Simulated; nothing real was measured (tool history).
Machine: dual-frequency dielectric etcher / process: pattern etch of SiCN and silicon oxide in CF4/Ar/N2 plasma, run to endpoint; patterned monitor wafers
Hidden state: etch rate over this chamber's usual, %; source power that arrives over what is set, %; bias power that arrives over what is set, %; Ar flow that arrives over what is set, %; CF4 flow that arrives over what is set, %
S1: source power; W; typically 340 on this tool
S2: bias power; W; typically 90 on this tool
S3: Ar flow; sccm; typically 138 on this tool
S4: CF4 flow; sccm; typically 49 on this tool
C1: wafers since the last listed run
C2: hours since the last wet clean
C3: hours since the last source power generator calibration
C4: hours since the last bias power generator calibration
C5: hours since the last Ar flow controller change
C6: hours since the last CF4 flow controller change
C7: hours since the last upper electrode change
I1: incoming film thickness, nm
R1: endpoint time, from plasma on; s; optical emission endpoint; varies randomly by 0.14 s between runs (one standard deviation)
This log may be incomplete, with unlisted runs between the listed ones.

run	hour	S1	S2	S3	S4	C1	C2	C3	C4	C5	C6	C7	I1	R1
1	0.0	340	90	138	49	0	212.2	3474.0	4185.7	1769.8	4504.3	2203.6	14.55	22.5
2	26.2	340	90	138	49	395	238.4	3500.2	4211.9	1796.0	4530.5	2229.8	14.61	22.4
3	42.2	280	90	138	52	241	254.4	3516.2	4227.9	1812.0	4546.5	2245.8	14.42	24.7
4	61.8	280	90	138	52	295	274.0	3535.8	4247.5	1831.6	4566.1	2265.4	14.51	24.8
5	91.1	340	84	161	49	442	303.3	3565.1	4276.8	1860.9	4595.4	2294.7	14.61	23.8
6	121.4	340	84	161	49	457	333.6	3595.4	4307.1	1891.2	4625.7	2325.0	14.47	23.4
7	137.0	340	90	155	49	235	349.2	3611.0	4322.7	1906.8	4641.3	2340.6	14.46	23.1
8	162.0	340	90	155	49	377	374.2	3636.0	4347.7	1931.8	4666.3	2365.6	14.39	22.7
9	186.8	390	90	138	49	374	399.0	3660.8	4372.5	1956.6	4691.1	2390.4	14.53	20.9
10	205.8	390	90	138	49	286	418.0	3679.8	4391.5	1975.6	4710.1	2409.4	14.43	20.8
# hour 218.2: bias power generator calibrated
11	226.1	340	102	138	43	245	438.3	3700.1	7.9	1995.9	4730.4	2429.7	14.47	22.1
12	252.7	280	77	119	49	401	464.9	3726.7	34.5	2022.5	4757.0	2456.3	14.36	26.3
# hour 299.3: wet clean of the chamber
13	299.8	290	73	149	49	348	0.5	3773.8	81.6	2069.6	4804.1	2503.4	14.59	26.1
# hour 313.0: Ar flow controller replaced
# hour 314.3: CF4 flow controller replaced
# hour 329.1: upper electrode replaced
14	329.6	280	90	138	49	115	30.3	3803.6	111.4	16.6	15.3	0.5	14.46	24.2
15	342.5	400	102	148	49	194	43.2	3816.5	124.3	29.5	28.2	13.4	14.48	19.1
16	366.5	340	90	155	49	362	67.2	3840.5	148.3	53.5	52.2	37.4	14.51	22.2
# hour 374.1: source power generator calibrated
17	383.0	390	111	138	38	188	83.7	8.9	164.8	70.0	68.7	53.9	14.50	19.6
18	398.7	400	109	162	59	236	99.4	24.6	180.5	85.7	84.4	69.6	14.47	18.5
19	411.6	340	90	138	49	194	112.3	37.5	193.4	98.6	97.3	82.5	14.46	21.8
20	437.8	290	90	138	59	395	138.5	63.7	219.6	124.8	123.5	108.7	14.58	23.5
21	467.7	340	90	138	39	451	168.4	93.6	249.5	154.7	153.4	138.6	14.46	22.8
22	492.9	340	90	138	49	380	193.6	118.8	274.7	179.9	178.6	163.8	14.46	22.0
23	505.8	340	75	138	49	194	206.5	131.7	287.6	192.8	191.5	176.7	14.65	23.6
24	535.2	360	69	109	49	443	235.9	161.1	317.0	222.2	220.9	206.1	14.34	22.4

Hidden state or all else? Some run-to-run changes of R1, split into what the settings, what came in and random variation would give without the hidden state, and what is left for the hidden state (with any gauge scatter that isn't in both results):
Run 2 -> 3: S1 340 -> 280, S4 49 -> 52. R1 +2.3 s: hidden state +0.2, all else +2.1.
Run 11 -> 12: S1 340 -> 280, S2 102 -> 77, S3 138 -> 119, S4 43 -> 49. R1 +4.2 s: hidden state +0.2, all else +4.0.
Run 12 -> 13: S1 280 -> 290, S2 77 -> 73, S3 119 -> 149, wet clean of the chamber. R1 -0.2 s: hidden state -1.4, all else +1.2.
Run 14 -> 15: S1 280 -> 400, S2 90 -> 102, S3 138 -> 148. R1 -5.1 s: hidden state +0.0, all else -5.1.
